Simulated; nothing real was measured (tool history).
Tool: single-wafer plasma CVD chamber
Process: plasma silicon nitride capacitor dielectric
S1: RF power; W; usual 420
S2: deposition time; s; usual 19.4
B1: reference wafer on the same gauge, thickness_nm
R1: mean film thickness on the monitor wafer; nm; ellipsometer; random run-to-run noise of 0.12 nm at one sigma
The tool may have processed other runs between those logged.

Run 1, day 0: usual settings; B1 23.006. Result: R1 28.215 nm.
Run 2, day 2.333: usual settings; B1 23.012. Result: R1 28.077 nm.
Run 3, day 5.267: usual settings; B1 23.016. Result: R1 28.216 nm.
Run 4, day 6.9: usual settings but S2 21.6 s; B1 22.997. Result: R1 31.089 nm.
Run 5, day 7.938: usual settings; B1 23.001. Result: R1 27.859 nm.
Run 6, day 9.829: usual settings; B1 23.007. Result: R1 28 nm.
Run 7, day 12.467: usual settings but S1 365 W, S2 20.8 s; B1 22.965. Result: R1 28.726 nm.
Run 8, day 14.7: usual settings but S1 365 W, S2 20.8 s; B1 22.984. Result: R1 28.839 nm.
Run 9, day 16.738: usual settings but S1 365 W, S2 20.8 s; B1 23.018. Result: R1 28.878 nm.
Run 10, day 19.425: usual settings; B1 23.009. Result: R1 28.015 nm.
At day 22.179: RF generator calibrated.
Run 11, day 22.2: usual settings; B1 22.995. Result: R1 28.895 nm.
Run 12, day 23.8: usual settings; B1 23.023. Result: R1 28.611 nm.
Run 13, day 25.871: usual settings; B1 22.999. Result: R1 28.577 nm.
Run 14, day 27.846: usual settings; B1 22.994. Result: R1 28.596 nm.
Run 15, day 30.217: usual settings; B1 22.989. Result: R1 28.753 nm.
At day 31.946: gauge calibrated.
Run 16, day 32.475: usual settings; B1 23.003. Result: R1 28.602 nm.
Run 17, day 33.496: usual settings; B1 22.999. Result: R1 28.546 nm.
Run 18, day 34.746: usual settings; B1 22.994. Result: R1 28.381 nm.
Run 19, day 37.692: usual settings but S1 475 W, S2 17.7 s; B1 23.051. Result: R1 27.03 nm.
Run 20, day 39.583: usual settings but S2 20.5 s; B1 23.002. Result: R1 30.194 nm.
Run 21, day 42.342: usual settings but S1 390 W; B1 22.987. Result: R1 27.755 nm.
Run 22, day 44.429: usual settings; B1 23.016. Result: R1 28.531 nm.
Run 23, day 45.458: usual settings but S1 350 W, S2 17.7 s; B1 23.006. Result: R1 24.481 nm.
At day 46.554: showerhead replaced, of another model than before.
Run 24, day 47.412: usual settings but S2 21.7 s; B1 22.99. Result: R1 31.897 nm.
Run 25, day 49.092: usual settings; B1 23.038. Result: R1 28.464 nm.
Run 26, day 50.762: usual settings; B1 22.991. Result: R1 28.242 nm.
Run 27, day 53.379: usual settings but S1 390 W, S2 16.9 s; B1 22.994. Result: R1 23.711 nm.
Run 28, day 55.475: usual settings; B1 23.012. Result: R1 28.24 nm.
Run 29, day 58.188: usual settings but S2 22.5 s; B1 22.983. Result: R1 32.711 nm.
Run 30, day 60.008: usual settings but S2 16.9 s; B1 23.021. Result: R1 24.635 nm.
Run 31, day 62.912: usual settings but S1 475 W, S2 22 s; B1 23.004. Result: R1 33.899 nm.
Run 32, day 64.146: usual settings but S1 380 W; B1 23.029. Result: R1 26.544 nm.
Run 33, day 66.162: usual settings but S1 460 W, S2 15.9 s; B1 22.976. Result: R1 24.227 nm.
Run 34, day 68.971: usual settings but S1 365 W, S2 20.8 s; B1 22.988. Result: R1 27.807 nm.
Run 35, day 70.667: usual settings but S1 365 W, S2 22 s; B1 23.004. Result: R1 29.694 nm.
Run 36, day 73.108: usual settings but S1 500 W, S2 22.7 s; B1 23.01. Result: R1 35.843 nm.

Give the tool's hidden conditions for every run:
gauge reads high (%): 0, the same for each run
H1: delivered RF power above the setpoint (%)
run       H1
  1    -5.46
  2    -5.66
  3     -5.9
  4    -6.04
  5    -6.12
  6    -6.28
  7     -6.5
  8    -6.69
  9    -6.85
 10    -7.08
 11  -0.0579
 12   -0.191
 13   -0.363
 14   -0.528
 15   -0.725
 16   -0.913
 17   -0.997
 18     -1.1
 19    -1.35
 20     -1.5
 21    -1.73
 22    -1.91
 23    -1.99
 24    -2.16
 25    -2.29
 26    -2.43
 27    -2.65
 28    -2.83
 29    -3.05
 30     -3.2
 31    -3.44
 32    -3.55
 33    -3.71
 34    -3.95
 35    -4.09
 36    -4.29
